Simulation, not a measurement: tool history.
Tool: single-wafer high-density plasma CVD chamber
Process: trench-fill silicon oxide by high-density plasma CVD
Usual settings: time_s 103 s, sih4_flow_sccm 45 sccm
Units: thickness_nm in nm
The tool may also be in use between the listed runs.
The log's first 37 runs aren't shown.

run	hour	time_s	sih4_flow_sccm	read-back reference wafer on the same gauge, thickness_nm	thickness_nm
38	1017.4	103	49	516.827	492.531
39	1045.1	103	42	516.575	422.945
40	1066.8	109	49	516.741	520.568
41	1094.8	103	45	517.072	451.567
42	1114.1	103	45	516.562	452.747
# hour 1138.6: gauge calibrated
43	1140.6	91	53	516.625	471.068
44	1169.1	86	45	517.163	376.068
45	1190.5	117	41	516.875	466.204

5 ways to go on from here, each from the tool as it stands after run 45. What would each give?
A	1190.9	103	45	?	?
B	1190.9	112	41	?	?
C	1190.9	103	38	?	?
D	1190.9	122	41	?	?
E	1190.9	96	53	?	?

run	read-back reference wafer on the same gauge, thickness_nm	thickness_nm
A	517.062	451.234
B	517.062	447.048
C	517.062	381.042
D	517.062	486.963
E	517.062	495.335
Without the tool's hidden state the same runs would have given:
run	thickness_nm
A	461.037
B	456.760
C	389.320
D	497.542
E	506.097

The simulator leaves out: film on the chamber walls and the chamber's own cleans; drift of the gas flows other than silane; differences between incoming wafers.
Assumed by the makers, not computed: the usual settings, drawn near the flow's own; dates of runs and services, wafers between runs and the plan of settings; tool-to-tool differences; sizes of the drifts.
